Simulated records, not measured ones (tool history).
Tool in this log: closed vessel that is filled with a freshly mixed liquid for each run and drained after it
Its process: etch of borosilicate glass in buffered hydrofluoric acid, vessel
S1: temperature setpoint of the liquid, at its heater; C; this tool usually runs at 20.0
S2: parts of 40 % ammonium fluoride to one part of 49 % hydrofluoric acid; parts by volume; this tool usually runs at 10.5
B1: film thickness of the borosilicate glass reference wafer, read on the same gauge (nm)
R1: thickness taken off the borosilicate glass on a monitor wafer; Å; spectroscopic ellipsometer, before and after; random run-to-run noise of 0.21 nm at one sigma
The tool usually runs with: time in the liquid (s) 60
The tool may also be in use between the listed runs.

Run 1, day 0.000: usual settings; B1 120.01. Result: R1 582.7 Å.
At day 1.650: hydrofluoric acid flow meter replaced.
Run 2, day 2.858: usual settings; B1 120.01. Result: R1 582.1 Å.
At day 3.021: gauge calibrated.
Run 3, day 5.338: usual settings; B1 120.04. Result: R1 583.3 Å.
Run 4, day 6.712: usual settings but S2 12.5 parts by volume, time in the liquid (s) 35; B1 120.01. Result: R1 284.4 Å.
Run 5, day 7.900: usual settings but S2 12.5 parts by volume, time in the liquid (s) 35; B1 120.01. Result: R1 287.6 Å.
Run 6, day 10.588: usual settings but S2 12.5 parts by volume, time in the liquid (s) 35; B1 120.00. Result: R1 287.3 Å.
Run 7, day 12.592: usual settings; B1 120.00. Result: R1 580.5 Å.
Run 8, day 15.038: usual settings; B1 120.00. Result: R1 584.5 Å.
At day 16.796: thermometer replaced.
Run 9, day 17.708: usual settings but S1 18.5 C; B1 120.00. Result: R1 502.8 Å.
At day 19.771: hydrofluoric acid flow meter replaced.
Run 10, day 20.175: usual settings but S1 18.0 C, time in the liquid (s) 40; B1 120.01. Result: R1 326.3 Å.
Run 11, day 21.450: usual settings but S1 17.5 C, S2 9.0 parts by volume; B1 119.98. Result: R1 535.7 Å.
Run 12, day 23.771: usual settings; B1 119.97. Result: R1 554.1 Å.
Run 13, day 25.638: usual settings but S2 12.0 parts by volume; B1 120.03. Result: R1 482.8 Å.
At day 27.225: gauge calibrated.
Run 14, day 28.133: usual settings but S2 6.5 parts by volume, time in the liquid (s) 40; B1 119.97. Result: R1 580.8 Å.
Run 15, day 29.462: usual settings; B1 119.97. Result: R1 549.9 Å.
Run 16, day 31.142: usual settings; B1 120.00. Result: R1 554.8 Å.
Run 17, day 37.838: usual settings but S1 17.0 C, S2 8.0 parts by volume, time in the liquid (s) 30; B1 120.02. Result: R1 302.6 Å.

Selected run-to-run steps in R1, each split into two signed amounts: the part the tool would show with no hidden state at all (from settings, incoming material and random variation), and the remainder, which goes to the hidden state together with any gauge scatter not common to the measured and the hidden-state-free results:
Hidden state at play: liquid hotter than its thermometer reads (K); hydrofluoric acid flow below the setpoint (%); gauge reads high (%).
Run 3 -> 4: S2 10.5 -> 12.5, time in the liquid (s) 60 -> 35. R1 -298.9 Å: hidden state -20.7, all else -278.2.
Run 8 -> 9: S1 20.0 -> 18.5, thermometer replaced. R1 -81.7 Å: hidden state -39.2, all else -42.5.
